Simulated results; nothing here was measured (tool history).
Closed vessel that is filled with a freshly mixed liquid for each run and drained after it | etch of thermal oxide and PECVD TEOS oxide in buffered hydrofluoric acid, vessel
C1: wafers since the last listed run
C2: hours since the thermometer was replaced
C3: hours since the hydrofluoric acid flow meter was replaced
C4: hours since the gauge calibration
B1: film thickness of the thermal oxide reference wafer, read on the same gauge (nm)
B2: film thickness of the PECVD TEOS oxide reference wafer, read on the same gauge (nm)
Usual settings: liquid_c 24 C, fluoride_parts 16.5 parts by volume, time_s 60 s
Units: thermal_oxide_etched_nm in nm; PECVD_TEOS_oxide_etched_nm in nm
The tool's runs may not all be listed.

Run 1, day 0: usual settings; C1 0; C2 2510.6; C3 220; C4 326.2; B1 139.98; B2 60.01. Result: thermal_oxide_etched_nm 47.78 nm, PECVD_TEOS_oxide_etched_nm 56.29 nm.
Run 2, day 2.812: usual settings; C1 4890; C2 2578.1; C3 287.5; C4 393.7; B1 139.99; B2 60. Result: thermal_oxide_etched_nm 48.13 nm, PECVD_TEOS_oxide_etched_nm 56.72 nm.
Run 3, day 3.908: usual settings but liquid_c 28 C, time_s 80 s; C1 1905; C2 2604.4; C3 313.8; C4 420; B1 140.02; B2 60. Result: thermal_oxide_etched_nm 80.25 nm, PECVD_TEOS_oxide_etched_nm 93.55 nm.
Run 4, day 5.025: usual settings but liquid_c 28 C, time_s 80 s; C1 1941; C2 2631.2; C3 340.6; C4 446.8; B1 140; B2 60.05. Result: thermal_oxide_etched_nm 80.27 nm, PECVD_TEOS_oxide_etched_nm 94.74 nm.
Run 5, day 7.575: usual settings but liquid_c 22.5 C, fluoride_parts 14 parts by volume; C1 4434; C2 2692.4; C3 401.8; C4 508; B1 140.02; B2 59.98. Result: thermal_oxide_etched_nm 53.18 nm, PECVD_TEOS_oxide_etched_nm 62.35 nm.
Run 6, day 8.8: usual settings; C1 2130; C2 2721.8; C3 431.2; C4 537.4; B1 140; B2 59.99. Result: thermal_oxide_etched_nm 49.53 nm, PECVD_TEOS_oxide_etched_nm 57.98 nm.
Run 7, day 9.892: usual settings; C1 1898; C2 2748; C3 457.4; C4 563.6; B1 139.98; B2 59.98. Result: thermal_oxide_etched_nm 49.7 nm, PECVD_TEOS_oxide_etched_nm 58.05 nm.
Run 8, day 12.358: usual settings; C1 4289; C2 2807.2; C3 516.6; C4 622.8; B1 140; B2 60.02. Result: thermal_oxide_etched_nm 49.97 nm, PECVD_TEOS_oxide_etched_nm 58.58 nm.
Run 9, day 13.383: usual settings; C1 1782; C2 2831.8; C3 541.2; C4 647.4; B1 139.99; B2 60.05. Result: thermal_oxide_etched_nm 50.5 nm, PECVD_TEOS_oxide_etched_nm 58.35 nm.
Run 10, day 15.254: usual settings; C1 3253; C2 2876.7; C3 586.1; C4 692.3; B1 139.99; B2 60.01. Result: thermal_oxide_etched_nm 50.88 nm, PECVD_TEOS_oxide_etched_nm 59.15 nm.
Run 11, day 17.15: usual settings but fluoride_parts 23 parts by volume; C1 3296; C2 2922.2; C3 631.6; C4 737.8; B1 139.97; B2 59.96. Result: thermal_oxide_etched_nm 36.93 nm, PECVD_TEOS_oxide_etched_nm 43.56 nm.
Run 12, day 18.892: usual settings but liquid_c 27 C, fluoride_parts 19 parts by volume; C1 3028; C2 2964; C3 673.4; C4 779.6; B1 140.02; B2 60. Result: thermal_oxide_etched_nm 52.45 nm, PECVD_TEOS_oxide_etched_nm 61.27 nm.
At day 21.242: thermometer replaced.
Run 13, day 21.512: usual settings but fluoride_parts 20 parts by volume, time_s 90 s; C1 4484; C2 6.5; C3 736.3; C4 842.5; B1 140.02; B2 60. Result: thermal_oxide_etched_nm 56.58 nm, PECVD_TEOS_oxide_etched_nm 65.23 nm.
At day 22.35: gauge calibrated.
Run 14, day 24.471: usual settings; C1 5144; C2 77.5; C3 807.3; C4 50.9; B1 140; B2 59.96. Result: thermal_oxide_etched_nm 45.63 nm, PECVD_TEOS_oxide_etched_nm 53.19 nm.
At day 26.546: hydrofluoric acid flow meter replaced.
Run 15, day 27.317: usual settings; C1 4876; C2 145.8; C3 18.5; C4 119.2; B1 139.98; B2 60. Result: thermal_oxide_etched_nm 42.21 nm, PECVD_TEOS_oxide_etched_nm 48.95 nm.
Run 16, day 28.471: usual settings but liquid_c 22 C, time_s 50 s; C1 2006; C2 173.5; C3 46.2; C4 146.9; B1 140.02; B2 60. Result: thermal_oxide_etched_nm 31.43 nm, PECVD_TEOS_oxide_etched_nm 36.61 nm.
Run 17, day 31.321: usual settings but fluoride_parts 20.5 parts by volume, time_s 90 s; C1 4955; C2 241.9; C3 114.6; C4 215.3; B1 140.01; B2 59.99. Result: thermal_oxide_etched_nm 52.49 nm, PECVD_TEOS_oxide_etched_nm 60.05 nm.
Run 18, day 34.125: usual settings but time_s 30 s; C1 4876; C2 309.2; C3 181.9; C4 282.6; B1 140; B2 60.06. Result: thermal_oxide_etched_nm 21.54 nm, PECVD_TEOS_oxide_etched_nm 25.12 nm.

Forecast each of these 3 alternatives for the next run:
Run A, day 34.154: usual settings but fluoride_parts 13.5 parts by volume; C1 50; C2 309.9; C3 182.6; C4 283.3; B1 ?; B2 ?. Result: thermal_oxide_etched_nm ?, PECVD_TEOS_oxide_etched_nm ?.
Run B, day 34.154: usual settings but time_s 40 s; C1 50; C2 309.9; C3 182.6; C4 283.3; B1 ?; B2 ?. Result: thermal_oxide_etched_nm ?, PECVD_TEOS_oxide_etched_nm ?.
Run C, day 34.154: usual settings but fluoride_parts 13 parts by volume; C1 50; C2 309.9; C3 182.6; C4 283.3; B1 ?; B2 ?. Result: thermal_oxide_etched_nm ?, PECVD_TEOS_oxide_etched_nm ?.

run      B1     B2  thermal_oxide_etched_nm  PECVD_TEOS_oxide_etched_nm
  A  139.97  59.99                    53.37                       60.96
  B  139.97  59.99                    29.22                       33.37
  C  139.97  59.99                    55.38                       63.26
Without the tool's hidden state the same runs would have given:
run  thermal_oxide_etched_nm  PECVD_TEOS_oxide_etched_nm
  A                    50.39                       57.55
  B                    27.58                        31.5
  C                    52.29                       59.72
